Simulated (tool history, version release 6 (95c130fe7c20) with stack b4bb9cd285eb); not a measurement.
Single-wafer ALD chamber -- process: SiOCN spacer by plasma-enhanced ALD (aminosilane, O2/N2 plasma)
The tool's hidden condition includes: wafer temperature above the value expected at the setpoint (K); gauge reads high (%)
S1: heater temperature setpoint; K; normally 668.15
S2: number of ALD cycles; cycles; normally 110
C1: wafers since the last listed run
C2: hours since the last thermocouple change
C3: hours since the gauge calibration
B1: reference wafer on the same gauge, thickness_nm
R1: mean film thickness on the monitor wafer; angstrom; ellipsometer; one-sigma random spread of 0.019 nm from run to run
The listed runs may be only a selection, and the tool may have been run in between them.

{"run": 1, "hour": 0.0, "S1": 668.15, "S2": 99, "C1": 0, "C2": 1779.4, "C3": 759.9, "B1": 6.062, "R1": 67.83}
{"run": 2, "hour": 30.5, "S1": 668.15, "S2": 110, "C1": 93, "C2": 1809.9, "C3": 790.4, "B1": 6.061, "R1": 75.13}
{"run": 3, "hour": 91.6, "S1": 668.15, "S2": 110, "C1": 188, "C2": 1871.0, "C3": 851.5, "B1": 6.059, "R1": 75.02}
{"run": 4, "hour": 138.8, "S1": 668.15, "S2": 110, "C1": 145, "C2": 1918.2, "C3": 898.7, "B1": 6.053, "R1": 74.88}
{"run": 5, "hour": 192.2, "S1": 672.15, "S2": 110, "C1": 164, "C2": 1971.6, "C3": 952.1, "B1": 6.049, "R1": 74.82}
{"run": 6, "hour": 249.0, "S1": 672.15, "S2": 110, "C1": 174, "C2": 2028.4, "C3": 1008.9, "B1": 6.049, "R1": 74.97}
{"run": 7, "hour": 308.9, "S1": 672.15, "S2": 110, "C1": 184, "C2": 2088.3, "C3": 1068.8, "B1": 6.041, "R1": 74.5}
{"run": 8, "hour": 475.5, "S1": 668.15, "S2": 110, "C1": 513, "C2": 2254.9, "C3": 1235.4, "B1": 6.025, "R1": 74.52}
{"run": 9, "hour": 514.5, "S1": 668.15, "S2": 110, "C1": 120, "C2": 2293.9, "C3": 1274.4, "B1": 6.017, "R1": 74.71}
{"run": 10, "hour": 573.5, "S1": 668.15, "S2": 110, "C1": 181, "C2": 2352.9, "C3": 1333.4, "B1": 6.015, "R1": 74.74}
{"run": 11, "hour": 632.4, "S1": 668.15, "S2": 110, "C1": 181, "C2": 2411.8, "C3": 1392.3, "B1": 6.011, "R1": 74.15}
{"run": 12, "hour": 693.9, "S1": 668.15, "S2": 110, "C1": 189, "C2": 2473.3, "C3": 1453.8, "B1": 6.001, "R1": 74.51}
{"run": 13, "hour": 759.7, "S1": 668.15, "S2": 110, "C1": 202, "C2": 2539.1, "C3": 1519.6, "B1": 5.993, "R1": 74.11}
{"run": 14, "hour": 831.1, "S1": 668.15, "S2": 125, "C1": 219, "C2": 2610.5, "C3": 1591.0, "B1": 5.989, "R1": 83.99}
{"run": 15, "hour": 856.0, "S1": 668.15, "S2": 125, "C1": 76, "C2": 2635.4, "C3": 1615.9, "B1": 5.987, "R1": 84.18}
{"run": 16, "hour": 896.5, "S1": 668.15, "S2": 110, "C1": 124, "C2": 2675.9, "C3": 1656.4, "B1": 5.977, "R1": 73.64}
{"run": 17, "hour": 940.5, "S1": 668.15, "S2": 110, "C1": 135, "C2": 2719.9, "C3": 1700.4, "B1": 5.975, "R1": 74.29}
{"run": 18, "hour": 977.6, "S1": 668.15, "S2": 110, "C1": 114, "C2": 2757.0, "C3": 1737.5, "B1": 5.967, "R1": 74.12}
{"run": 19, "hour": 1010.9, "S1": 668.15, "S2": 110, "C1": 102, "C2": 2790.3, "C3": 1770.8, "B1": 5.969, "R1": 73.97}
{"hour": 1061.6, "done": "thermocouple changed; heater temperature recalibrated"}
{"run": 20, "hour": 1062.1, "S1": 677.15, "S2": 91, "C1": 133, "C2": 0.5, "C3": 1822.0, "B1": 5.957, "R1": 60.13}
{"hour": 1075.2, "done": "gauge calibrated"}
{"run": 21, "hour": 1123.4, "S1": 664.15, "S2": 121, "C1": 188, "C2": 61.8, "C3": 48.2, "B1": 6.089, "R1": 82.58}
{"run": 22, "hour": 1155.8, "S1": 676.15, "S2": 110, "C1": 99, "C2": 94.2, "C3": 80.6, "B1": 6.084, "R1": 74.82}
{"run": 23, "hour": 1185.2, "S1": 658.15, "S2": 104, "C1": 90, "C2": 123.6, "C3": 110.0, "B1": 6.09, "R1": 71.22}
{"run": 24, "hour": 1224.5, "S1": 668.15, "S2": 110, "C1": 121, "C2": 162.9, "C3": 149.3, "B1": 6.084, "R1": 75.37}
{"run": 25, "hour": 1253.0, "S1": 668.15, "S2": 118, "C1": 87, "C2": 191.4, "C3": 177.8, "B1": 6.094, "R1": 80.8}
{"run": 26, "hour": 1283.3, "S1": 658.15, "S2": 122, "C1": 93, "C2": 221.7, "C3": 208.1, "B1": 6.09, "R1": 83.81}
{"run": 27, "hour": 1334.9, "S1": 668.15, "S2": 126, "C1": 158, "C2": 273.3, "C3": 259.7, "B1": 6.08, "R1": 86.28}
{"run": 28, "hour": 1367.9, "S1": 675.15, "S2": 95, "C1": 101, "C2": 306.3, "C3": 292.7, "B1": 6.09, "R1": 64.72}
{"run": 29, "hour": 1423.9, "S1": 677.15, "S2": 132, "C1": 172, "C2": 362.3, "C3": 348.7, "B1": 6.087, "R1": 89.49}
{"run": 30, "hour": 1489.5, "S1": 681.15, "S2": 128, "C1": 202, "C2": 427.9, "C3": 414.3, "B1": 6.076, "R1": 85.08}
{"run": 31, "hour": 1553.0, "S1": 654.15, "S2": 100, "C1": 195, "C2": 491.4, "C3": 477.8, "B1": 6.08, "R1": 68.68}
{"run": 32, "hour": 1600.8, "S1": 668.15, "S2": 102, "C1": 147, "C2": 539.2, "C3": 525.6, "B1": 6.079, "R1": 70.09}
{"run": 33, "hour": 1661.9, "S1": 668.15, "S2": 110, "C1": 188, "C2": 600.3, "C3": 586.7, "B1": 6.083, "R1": 75.21}
{"run": 34, "hour": 1725.5, "S1": 655.15, "S2": 90, "C1": 195, "C2": 663.9, "C3": 650.3, "B1": 6.074, "R1": 61.76}
{"run": 35, "hour": 1755.2, "S1": 676.15, "S2": 126, "C1": 91, "C2": 693.6, "C3": 680.0, "B1": 6.077, "R1": 84.99}
{"run": 36, "hour": 1815.6, "S1": 668.15, "S2": 110, "C1": 186, "C2": 754.0, "C3": 740.4, "B1": 6.07, "R1": 75.15}
{"run": 37, "hour": 1949.6, "S1": 668.15, "S2": 110, "C1": 412, "C2": 888.0, "C3": 874.4, "B1": 6.06, "R1": 74.99}
{"run": 38, "hour": 2119.1, "S1": 668.15, "S2": 110, "C1": 521, "C2": 1057.5, "C3": 1043.9, "B1": 6.048, "R1": 74.74}
{"run": 39, "hour": 2184.0, "S1": 681.15, "S2": 127, "C1": 199, "C2": 1122.4, "C3": 1108.8, "B1": 6.042, "R1": 83.55}

Had the tool no unlogged condition, and each run kept its random variation, what would the results have been?
run=1 R1=68.15
run=2 R1=75.50
run=3 R1=75.44
run=4 R1=75.33
run=5 R1=75.32
run=6 R1=75.52
run=7 R1=75.11
run=8 R1=75.31
run=9 R1=75.55
run=10 R1=75.65
run=11 R1=75.14
run=12 R1=75.58
run=13 R1=75.26
run=14 R1=85.42
run=15 R1=85.66
run=16 R1=75.00
run=17 R1=75.73
run=18 R1=75.62
run=19 R1=75.52
run=20 R1=61.46
run=21 R1=82.58
run=22 R1=74.82
run=23 R1=71.22
run=24 R1=75.38
run=25 R1=80.82
run=26 R1=83.83
run=27 R1=86.32
run=28 R1=64.75
run=29 R1=89.55
run=30 R1=85.17
run=31 R1=68.77
run=32 R1=70.21
run=33 R1=75.38
run=34 R1=61.93
run=35 R1=85.23
run=36 R1=75.41
run=37 R1=75.35
run=38 R1=75.25
run=39 R1=84.19
